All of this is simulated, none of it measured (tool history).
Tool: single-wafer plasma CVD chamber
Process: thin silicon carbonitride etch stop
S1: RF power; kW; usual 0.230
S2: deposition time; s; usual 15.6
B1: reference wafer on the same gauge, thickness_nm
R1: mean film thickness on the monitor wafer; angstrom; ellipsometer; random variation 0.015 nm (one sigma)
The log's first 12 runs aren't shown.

run	hour	S1	S2	B1	R1
# hour 683.3: RF generator calibrated
13	691.8	0.230	15.6	10.472	97.13
# hour 736.0: showerhead replaced
14	761.1	0.230	15.6	10.470	96.93
15	819.7	0.230	15.6	10.469	96.89
16	854.0	0.230	15.6	10.470	96.35
17	902.2	0.250	17.2	10.473	108.48
18	960.4	0.210	14.4	10.471	87.63
19	1025.3	0.210	15.6	10.470	94.48
20	1058.2	0.270	17.3	10.471	110.87
# hour 1087.7: thermocouple changed; heater temperature recalibrated
21	1114.5	0.230	13.7	10.469	84.77
22	1146.8	0.230	15.6	10.469	96.13
23	1197.8	0.265	14.4	10.468	91.66
24	1383.6	0.210	13.3	10.472	80.20
# hour 1408.1: gauge calibrated
25	1445.0	0.230	15.6	10.473	95.61
26	1474.0	0.270	18.2	10.468	115.65
# hour 1510.8: RF generator calibrated
27	1526.0	0.250	12.8	10.473	80.83
28	1597.9	0.230	15.6	10.470	96.87
29	1729.4	0.255	13.8	10.468	87.38
30	1769.6	0.275	17.2	10.469	110.39
31	1814.3	0.230	17.9	10.475	110.80
32	1883.3	0.270	17.6	10.468	112.73
33	1915.4	0.230	15.6	10.467	96.05

4 ways to go on from here, each from the tool as it stands after run 33. What would each give?
A	1915.8	0.260	15.6	?	?
B	1915.8	0.190	17.3	?	?
C	1915.8	0.260	13.3	?	?
D	1915.8	0.255	17.9	?	?

run	B1	R1
A	10.472	98.66
B	10.472	102.12
C	10.472	84.12
D	10.472	112.71
Without the tool's hidden state the same runs would have given:
run	R1
A	99.71
B	103.20
C	85.01
D	113.90
